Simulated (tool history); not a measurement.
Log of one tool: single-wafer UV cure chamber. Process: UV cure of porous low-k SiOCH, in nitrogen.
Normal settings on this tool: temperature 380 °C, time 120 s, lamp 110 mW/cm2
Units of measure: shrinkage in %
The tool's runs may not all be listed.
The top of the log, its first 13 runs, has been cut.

run	hour	temperature	time	lamp	wafers since the last listed run	hours since the UV bulbs were replaced	wafers since the quartz window was cleaned	shrinkage
# hour 304.8: quartz window cleaned
14	314.7	374	120	110	210	621.9	85	10.367
15	336	380	120	110	183	643.2	268	10.652
16	367.8	380	120	110	273	675	541	10.336
17	390.2	385	120	110	192	697.4	734	10.136
18	405.4	385	120	110	130	712.6	864	10.496
19	425.1	380	170	122	169	732.3	1033	13.003
20	459.6	380	170	122	296	766.8	1330	12.616
21	478.3	380	170	122	160	785.5	1491	12.742
22	513.2	380	120	110	299	820.4	1791	10.123
23	531.6	394	120	110	158	838.8	1949	10.404
24	550.6	373	55	99	163	857.8	2112	5.822
25	578.5	373	55	99	239	885.7	2352	5.764
# hour 587.9: quartz window cleaned
# hour 609: UV bulbs replaced
26	609.5	380	155	134	128	0.5	117	11.439
27	621.7	380	120	110	104	12.7	222	8.692
28	640.6	374	120	133	162	31.6	384	9.621
29	668.7	386	120	79	241	59.7	626	7.182
30	690.6	380	190	142	188	81.6	814	12.393
31	712.4	392	165	128	187	103.4	1001	11.275
32	731.2	362	120	110	161	122.2	1163	8.021
33	746.5	387	145	83	131	137.5	1294	8.131
34	780.1	380	65	132	288	171.1	1583	6.265
# hour 790.3: UV bulbs replaced, repeated, since the last time left the tool worse
35	813.8	371	120	146	220	23.5	1804	12.441
# hour 859.3: quartz window cleaned
36	873.1	380	95	140	440	82.8	118	11.572

The next listed run, before its measurement:
37	896	393	120	110	196	105.7	315	?

{"run 37": {"shrinkage": 11.504}}
Take away the tool's hidden state, keep the run-to-run variation as it was, and the same run would have given shrinkage 11.635 %.
